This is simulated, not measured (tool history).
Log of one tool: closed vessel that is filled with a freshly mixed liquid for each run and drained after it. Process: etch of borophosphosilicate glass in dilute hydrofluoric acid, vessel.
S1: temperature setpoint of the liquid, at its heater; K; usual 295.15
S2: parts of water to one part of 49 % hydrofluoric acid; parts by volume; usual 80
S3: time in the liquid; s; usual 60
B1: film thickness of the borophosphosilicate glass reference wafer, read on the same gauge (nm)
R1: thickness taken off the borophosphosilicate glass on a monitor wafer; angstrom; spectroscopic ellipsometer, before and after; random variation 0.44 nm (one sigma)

Run 1, hour 0.0: usual settings; B1 140.01. Result: R1 680.5 angstrom.
Run 2, hour 17.6: usual settings; B1 140.00. Result: R1 690.2 angstrom.
Run 3, hour 26.2: usual settings; B1 140.01. Result: R1 687.2 angstrom.
At hour 41.8: thermometer replaced.
Run 4, hour 43.8: usual settings; B1 140.01. Result: R1 679.6 angstrom.
Run 5, hour 61.1: usual settings; B1 140.01. Result: R1 686.4 angstrom.
Run 6, hour 70.9: usual settings; B1 139.98. Result: R1 689.5 angstrom.
Run 7, hour 87.7: usual settings; B1 139.95. Result: R1 692.7 angstrom.
At hour 92.2: gauge calibrated.
Run 8, hour 103.7: usual settings; B1 139.98. Result: R1 693.7 angstrom.
Run 9, hour 114.8: usual settings; B1 139.95. Result: R1 685.9 angstrom.
Run 10, hour 132.4: usual settings; B1 140.06. Result: R1 692.7 angstrom.
Run 11, hour 139.7: usual settings; B1 140.01. Result: R1 695.5 angstrom.
Run 12, hour 150.9: usual settings; B1 139.98. Result: R1 696.7 angstrom.
Run 13, hour 158.5: usual settings but S1 296.65 K, S2 95 parts by volume; B1 140.00. Result: R1 609.6 angstrom.
Run 14, hour 167.0: usual settings; B1 139.99. Result: R1 692.6 angstrom.
Run 15, hour 184.2: usual settings but S1 291.15 K, S2 90 parts by volume, S3 75 s; B1 140.01. Result: R1 642.7 angstrom.
At hour 191.9: hydrofluoric acid flow meter replaced.
Run 16, hour 194.8: usual settings but S2 100 parts by volume, S3 75 s; B1 139.96. Result: R1 576.8 angstrom.
Run 17, hour 208.6: usual settings but S2 45 parts by volume; B1 139.99. Result: R1 1101.7 angstrom.
Run 18, hour 215.4: usual settings; B1 140.01. Result: R1 596.8 angstrom.
Run 19, hour 226.9: usual settings but S3 85 s; B1 140.04. Result: R1 843.0 angstrom.
Run 20, hour 240.3: usual settings but S1 292.65 K, S2 115 parts by volume, S3 90 s; B1 140.02. Result: R1 542.2 angstrom.
Run 21, hour 246.9: usual settings but S1 291.65 K, S2 50 parts by volume, S3 45 s; B1 140.01. Result: R1 645.8 angstrom.
Run 22, hour 261.8: usual settings; B1 139.98. Result: R1 600.6 angstrom.
Run 23, hour 273.4: usual settings; B1 139.97. Result: R1 600.0 angstrom.
Run 24, hour 286.0: usual settings but S2 100 parts by volume; B1 139.99. Result: R1 467.0 angstrom.
Run 25, hour 298.4: usual settings but S1 291.15 K, S3 80 s; B1 140.03. Result: R1 673.2 angstrom.
Run 26, hour 309.2: usual settings but S1 291.65 K, S2 50 parts by volume, S3 85 s; B1 139.97. Result: R1 1214.9 angstrom.
Run 27, hour 316.2: usual settings; B1 140.00. Result: R1 605.6 angstrom.
Run 28, hour 326.2: usual settings but S1 296.65 K, S2 70 parts by volume; B1 139.99. Result: R1 736.0 angstrom.
Run 29, hour 343.3: usual settings but S1 291.15 K, S2 110 parts by volume, S3 70 s; B1 139.98. Result: R1 419.0 angstrom.
Run 30, hour 358.8: usual settings but S2 95 parts by volume; B1 140.03. Result: R1 501.9 angstrom.
Run 31, hour 366.3: usual settings but S2 105 parts by volume, S3 45 s; B1 139.96. Result: R1 334.6 angstrom.
At hour 374.9: gauge calibrated.
Run 32, hour 383.2: usual settings but S2 110 parts by volume; B1 140.02. Result: R1 418.4 angstrom.
Run 33, hour 396.8: usual settings but S1 291.15 K, S3 35 s; B1 139.97. Result: R1 297.4 angstrom.

3 ways to go on from here, each from the tool as it stands after run 33. What would each give?
Run A, hour 397.5: usual settings; B1 ?. Result: R1 ?.
Run B, hour 397.5: usual settings but S2 120 parts by volume, S3 80 s; B1 ?. Result: R1 ?.
Run C, hour 397.5: usual settings but S1 292.65 K, S2 60 parts by volume; B1 ?. Result: R1 ?.

run      B1     R1
  A  140.03  609.3
  B  140.03  517.2
  C  140.03  749.4
Without the tool's hidden state the same runs would have given:
run     R1
  A  597.1
  B  506.5
  C  734.7
